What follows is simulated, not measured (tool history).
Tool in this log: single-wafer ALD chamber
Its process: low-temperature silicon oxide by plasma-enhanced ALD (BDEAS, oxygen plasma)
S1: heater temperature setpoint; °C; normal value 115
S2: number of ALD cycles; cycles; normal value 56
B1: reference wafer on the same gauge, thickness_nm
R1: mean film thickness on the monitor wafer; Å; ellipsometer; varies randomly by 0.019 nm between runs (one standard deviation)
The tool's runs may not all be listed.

| run | hour | S1 | S2 | B1 | R1 |
|---|---|---|---|---|---|
| 1 | 0 | 115 | 56 | 7.508 | 77.07 |
| 2 | 84.6 | 115 | 56 | 7.508 | 76.91 |
| 3 | 148.5 | 115 | 56 | 7.505 | 77.12 |
| 4 | 230.1 | 115 | 56 | 7.511 | 76.87 |
| 5 | 277.7 | 115 | 56 | 7.51 | 76.73 |
| 6 | 364.8 | 115 | 56 | 7.512 | 76.65 |
| 7 | 452.1 | 115 | 56 | 7.51 | 76.54 |
| 8 | 556.9 | 115 | 51 | 7.513 | 70.07 |
| 9 | 603.4 | 115 | 51 | 7.515 | 70.13 |
| 10 | 644.6 | 115 | 56 | 7.507 | 76.64 |
| 11 | 736.6 | 126 | 56 | 7.503 | 75.43 |
| 12 | 789 | 115 | 49 | 7.504 | 67.16 |
| 13 | 852.7 | 115 | 56 | 7.513 | 76.58 |
| 14 | 959.2 | 115 | 56 | 7.504 | 76.48 |
| 15 | 1015 | 110 | 56 | 7.505 | 76.69 |
| 16 | 1115.9 | 115 | 56 | 7.511 | 76.51 |
| 17 | 1196.4 | 108 | 66 | 7.514 | 91.21 |
| 18 | 1388.6 | 115 | 56 | 7.509 | 76.38 |
|  | 1409.7 | thermocouple changed; heater temperature recalibrated |
| 19 | 1456 | 102 | 53 | 7.508 | 75.02 |
| 20 | 1511.6 | 115 | 47 | 7.505 | 64.96 |
|  | 1514.8 | gauge calibrated |
| 21 | 1572.1 | 115 | 56 | 7.51 | 77.05 |
| 22 | 1621.7 | 115 | 56 | 7.509 | 77.13 |
| 23 | 1693.9 | 127 | 53 | 7.515 | 71.71 |
| 24 | 1974.6 | 103 | 56 | 7.51 | 78.64 |
| 25 | 2045.8 | 120 | 63 | 7.508 | 85.88 |
| 26 | 2083.8 | 129 | 56 | 7.513 | 74.86 |
| 27 | 2134.6 | 122 | 47 | 7.512 | 63.98 |
| 28 | 2273 | 115 | 52 | 7.511 | 71.34 |
| 29 | 2337.5 | 115 | 56 | 7.509 | 76.64 |
| 30 | 2435.7 | 100 | 52 | 7.503 | 72.9 |
| 31 | 2530 | 128 | 53 | 7.513 | 71.24 |

Predict each of these 3 candidate next runs independently; none follows another, all start after run 31:
| A | 2530.5 | 115 | 56 | ? | ? |
| B | 2530.5 | 103 | 62 | ? | ? |
| C | 2530.5 | 115 | 60 | ? | ? |

| run | B1 | R1 |
|---|---|---|
| A | 7.507 | 76.96 |
| B | 7.507 | 86.89 |
| C | 7.507 | 82.46 |
Take away the tool's hidden state, keep each run's random variation, and the runs would have read:
| run | R1 |
|---|---|
| A | 77.41 |
| B | 87.38 |
| C | 82.94 |
